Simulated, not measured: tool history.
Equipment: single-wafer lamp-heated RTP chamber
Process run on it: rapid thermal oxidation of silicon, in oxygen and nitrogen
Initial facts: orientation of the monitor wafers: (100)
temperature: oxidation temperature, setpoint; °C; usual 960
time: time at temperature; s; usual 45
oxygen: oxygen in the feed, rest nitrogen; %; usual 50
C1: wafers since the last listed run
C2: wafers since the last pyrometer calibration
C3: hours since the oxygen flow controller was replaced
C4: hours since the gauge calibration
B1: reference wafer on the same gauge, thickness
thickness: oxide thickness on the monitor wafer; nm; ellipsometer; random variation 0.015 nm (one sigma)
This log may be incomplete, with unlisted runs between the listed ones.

{"run": 1, "hour": 0.0, "temperature": 936, "time": 45, "oxygen": 60, "C1": 0, "C2": 1970, "C3": 5649.6, "C4": 81.7, "B1": 2.6, "thickness": 2.669}
{"run": 2, "hour": 13.2, "temperature": 936, "time": 45, "oxygen": 60, "C1": 118, "C2": 2089, "C3": 5662.8, "C4": 94.9, "B1": 2.597, "thickness": 2.657}
{"run": 3, "hour": 24.9, "temperature": 936, "time": 45, "oxygen": 60, "C1": 105, "C2": 2194, "C3": 5674.5, "C4": 106.6, "B1": 2.603, "thickness": 2.656}
{"run": 4, "hour": 42.5, "temperature": 969, "time": 45, "oxygen": 50, "C1": 158, "C2": 2353, "C3": 5692.1, "C4": 124.2, "B1": 2.599, "thickness": 3.094}
{"run": 5, "hour": 55.4, "temperature": 969, "time": 45, "oxygen": 50, "C1": 116, "C2": 2469, "C3": 5705.0, "C4": 137.1, "B1": 2.6, "thickness": 3.085}
{"hour": 65.4, "done": "gauge calibrated"}
{"run": 6, "hour": 66.1, "temperature": 953, "time": 45, "oxygen": 34, "C1": 96, "C2": 2565, "C3": 5715.7, "C4": 0.7, "B1": 2.601, "thickness": 2.565}
{"run": 7, "hour": 75.5, "temperature": 948, "time": 45, "oxygen": 66, "C1": 84, "C2": 2650, "C3": 5725.1, "C4": 10.1, "B1": 2.599, "thickness": 2.957}
{"run": 8, "hour": 86.9, "temperature": 960, "time": 45, "oxygen": 50, "C1": 102, "C2": 2753, "C3": 5736.5, "C4": 21.5, "B1": 2.6, "thickness": 2.93}
{"run": 9, "hour": 96.6, "temperature": 960, "time": 45, "oxygen": 50, "C1": 87, "C2": 2840, "C3": 5746.2, "C4": 31.2, "B1": 2.601, "thickness": 2.939}
{"run": 10, "hour": 105.1, "temperature": 960, "time": 45, "oxygen": 50, "C1": 76, "C2": 2917, "C3": 5754.7, "C4": 39.7, "B1": 2.599, "thickness": 2.949}
{"run": 11, "hour": 115.8, "temperature": 960, "time": 39, "oxygen": 50, "C1": 96, "C2": 3013, "C3": 5765.4, "C4": 50.4, "B1": 2.598, "thickness": 2.798}
{"run": 12, "hour": 131.1, "temperature": 960, "time": 39, "oxygen": 50, "C1": 137, "C2": 3151, "C3": 5780.7, "C4": 65.7, "B1": 2.599, "thickness": 2.829}
{"run": 13, "hour": 146.9, "temperature": 960, "time": 45, "oxygen": 50, "C1": 142, "C2": 3294, "C3": 5796.5, "C4": 81.5, "B1": 2.601, "thickness": 2.956}
{"run": 14, "hour": 159.7, "temperature": 960, "time": 45, "oxygen": 50, "C1": 115, "C2": 3409, "C3": 5809.3, "C4": 94.3, "B1": 2.601, "thickness": 2.973}
{"run": 15, "hour": 175.5, "temperature": 960, "time": 45, "oxygen": 50, "C1": 142, "C2": 3551, "C3": 5825.1, "C4": 110.1, "B1": 2.601, "thickness": 2.953}
{"run": 16, "hour": 189.5, "temperature": 960, "time": 24, "oxygen": 50, "C1": 126, "C2": 3677, "C3": 5839.1, "C4": 124.1, "B1": 2.599, "thickness": 2.433}
{"run": 17, "hour": 196.2, "temperature": 969, "time": 45, "oxygen": 50, "C1": 60, "C2": 3738, "C3": 5845.8, "C4": 130.8, "B1": 2.601, "thickness": 3.111}
{"hour": 213.4, "done": "oxygen flow controller replaced"}
{"run": 18, "hour": 213.9, "temperature": 983, "time": 35, "oxygen": 28, "C1": 87, "C2": 3825, "C3": 0.5, "C4": 148.5, "B1": 2.597, "thickness": 2.671}
{"run": 19, "hour": 225.5, "temperature": 973, "time": 52, "oxygen": 30, "C1": 104, "C2": 3930, "C3": 12.1, "C4": 160.1, "B1": 2.6, "thickness": 2.93}
{"hour": 238.0, "done": "gauge calibrated"}
{"hour": 241.6, "done": "pyrometer window cleaned and pyrometer calibrated"}
{"run": 20, "hour": 242.0, "temperature": 987, "time": 62, "oxygen": 70, "C1": 76, "C2": 3, "C3": 28.6, "C4": 4.0, "B1": 2.602, "thickness": 4.197}
{"run": 21, "hour": 257.6, "temperature": 969, "time": 29, "oxygen": 33, "C1": 140, "C2": 144, "C3": 44.2, "C4": 19.6, "B1": 2.603, "thickness": 2.346}
{"run": 22, "hour": 270.8, "temperature": 977, "time": 45, "oxygen": 69, "C1": 118, "C2": 263, "C3": 57.4, "C4": 32.8, "B1": 2.6, "thickness": 3.427}
{"run": 23, "hour": 277.8, "temperature": 936, "time": 45, "oxygen": 50, "C1": 63, "C2": 326, "C3": 64.4, "C4": 39.8, "B1": 2.602, "thickness": 2.512}
{"run": 24, "hour": 289.2, "temperature": 960, "time": 45, "oxygen": 50, "C1": 102, "C2": 429, "C3": 75.8, "C4": 51.2, "B1": 2.599, "thickness": 2.848}
{"run": 25, "hour": 298.7, "temperature": 947, "time": 64, "oxygen": 21, "C1": 85, "C2": 514, "C3": 85.3, "C4": 60.7, "B1": 2.598, "thickness": 2.475}
{"run": 26, "hour": 314.2, "temperature": 960, "time": 45, "oxygen": 66, "C1": 139, "C2": 654, "C3": 100.8, "C4": 76.2, "B1": 2.596, "thickness": 3.094}

4 options for the next run, each taken on its own from the tool as it stands now. Forecast them:
{"run": "A", "hour": 314.6, "temperature": 960, "time": 45, "oxygen": 50, "C1": 3, "C2": 658, "C3": 101.2, "C4": 76.6, "B1": "?", "thickness": "?"}
{"run": "B", "hour": 314.6, "temperature": 960, "time": 57, "oxygen": 41, "C1": 3, "C2": 658, "C3": 101.2, "C4": 76.6, "B1": "?", "thickness": "?"}
{"run": "C", "hour": 314.6, "temperature": 941, "time": 36, "oxygen": 50, "C1": 3, "C2": 658, "C3": 101.2, "C4": 76.6, "B1": "?", "thickness": "?"}
{"run": "D", "hour": 314.6, "temperature": 976, "time": 53, "oxygen": 74, "C1": 3, "C2": 658, "C3": 101.2, "C4": 76.6, "B1": "?", "thickness": "?"}

run=A B1=2.602 thickness=2.870
run=B B1=2.602 thickness=2.961
run=C B1=2.602 thickness=2.431
run=D B1=2.602 thickness=3.797
The same runs, with their run-to-run variation unchanged, on a tool lacking any hidden condition would have given:
run=A thickness=2.803
run=B thickness=2.890
run=C thickness=2.387
run=D thickness=3.688

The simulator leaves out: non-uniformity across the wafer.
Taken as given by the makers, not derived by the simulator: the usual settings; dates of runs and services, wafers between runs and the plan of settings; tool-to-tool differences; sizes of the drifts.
